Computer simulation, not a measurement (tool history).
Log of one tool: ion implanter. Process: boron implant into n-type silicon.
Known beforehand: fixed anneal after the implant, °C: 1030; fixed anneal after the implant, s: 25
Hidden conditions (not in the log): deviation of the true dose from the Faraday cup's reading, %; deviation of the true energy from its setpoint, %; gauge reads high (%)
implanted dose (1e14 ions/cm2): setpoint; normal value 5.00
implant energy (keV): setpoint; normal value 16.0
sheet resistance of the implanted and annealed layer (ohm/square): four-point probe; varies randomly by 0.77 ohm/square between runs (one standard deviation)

run,hour,implanted dose (1e14 ions/cm2),implant energy (keV),wafers since the last listed run,hours since the last dose calibration,hours since the extraction supply was calibrated,hours since the gauge calibration,"read-back reference wafer on the same gauge, sheet resistance",sheet resistance of the implanted and annealed layer (ohm/square)
1,0.0,5.00,17.5,0,1036.0,3551.8,553.2,170.89,196.79
2,41.5,5.00,17.5,1327,1077.5,3593.3,594.7,170.90,194.97
3,78.9,5.00,17.5,1196,1114.9,3630.7,632.1,171.00,196.06
4,126.4,5.66,20.5,1519,1162.4,3678.2,679.6,170.97,175.35
5,194.6,5.66,20.5,2181,1230.6,3746.4,747.8,171.04,173.17
6,247.7,5.00,16.0,1698,1283.7,3799.5,800.9,170.91,197.85
7,285.8,5.00,16.0,1218,1321.8,3837.6,839.0,170.91,198.39
8,331.9,5.00,16.0,1474,1367.9,3883.7,885.1,170.91,197.93
9,392.1,5.00,16.0,1926,1428.1,3943.9,945.3,171.02,197.53
10,453.5,5.00,16.0,1964,1489.5,4005.3,1006.7,170.99,197.91
11,606.2,5.00,16.0,4885,1642.2,4158.0,1159.4,170.88,196.61
12,664.7,5.00,16.0,1871,1700.7,4216.5,1217.9,171.03,195.72
# hour 687.1: extraction supply calibrated
13,723.4,3.86,16.0,1622,1759.4,36.3,1276.6,170.84,241.35
14,788.4,3.86,16.0,2079,1824.4,101.3,1341.6,170.97,241.75
15,834.9,3.86,16.0,1487,1870.9,147.8,1388.1,170.94,239.98
16,880.1,5.00,20.0,1446,1916.1,193.0,1433.3,171.02,190.16
17,919.2,6.39,12.5,1250,1955.2,232.1,1472.4,171.09,161.76
18,975.5,5.00,16.0,1801,2011.5,288.4,1528.7,171.18,193.49
19,1013.9,6.21,16.0,1228,2049.9,326.8,1567.1,170.99,160.63
# hour 1047.8: Faraday cup replaced and dose calibrated
20,1074.9,3.62,21.0,1695,27.1,387.8,1628.1,170.89,251.72
21,1099.9,4.50,13.0,799,52.1,412.8,1653.1,171.05,221.31
22,1144.3,6.15,18.5,1420,96.5,457.2,1697.5,170.94,163.65
23,1202.8,5.96,16.0,1871,155.0,515.7,1756.0,171.04,170.99
24,1249.7,5.89,16.0,1500,201.9,562.6,1802.9,171.07,171.62
# hour 1255.5: gauge calibrated
25,1300.7,5.00,16.0,1631,252.9,613.6,45.2,171.05,198.48
26,1369.0,5.00,19.5,2185,321.2,681.9,113.5,170.90,194.53
27,1435.5,5.78,19.5,2127,387.7,748.4,180.0,170.93,170.62
28,1498.3,4.23,10.5,2009,450.5,811.2,242.8,170.95,237.55
29,1534.1,4.55,18.0,1145,486.3,847.0,278.6,170.80,210.64
30,1561.5,5.00,16.0,876,513.7,874.4,306.0,171.01,197.49
31,1604.6,6.01,14.0,1378,556.8,917.5,349.1,171.01,171.84
32,1634.5,6.09,13.0,956,586.7,947.4,379.0,170.98,170.33

Consider 4 possible next runs. They are alternatives, not a sequence: every one starts from the tool as it was left by run 32. What does each give?
A,1634.9,5.44,16.0,12,587.1,947.8,379.4,?,?
B,1634.9,4.50,20.0,12,587.1,947.8,379.4,?,?
C,1634.9,4.32,21.0,12,587.1,947.8,379.4,?,?
D,1634.9,5.00,11.0,12,587.1,947.8,379.4,?,?

run,"read-back reference wafer on the same gauge, sheet resistance",sheet resistance of the implanted and annealed layer (ohm/square)
A,171.10,184.70
B,171.10,211.22
C,171.10,217.24
D,171.10,205.27
With no hidden state in the tool, these same runs would have given:
run,sheet resistance of the implanted and annealed layer (ohm/square)
A,186.23
B,212.92
C,218.98
D,206.97

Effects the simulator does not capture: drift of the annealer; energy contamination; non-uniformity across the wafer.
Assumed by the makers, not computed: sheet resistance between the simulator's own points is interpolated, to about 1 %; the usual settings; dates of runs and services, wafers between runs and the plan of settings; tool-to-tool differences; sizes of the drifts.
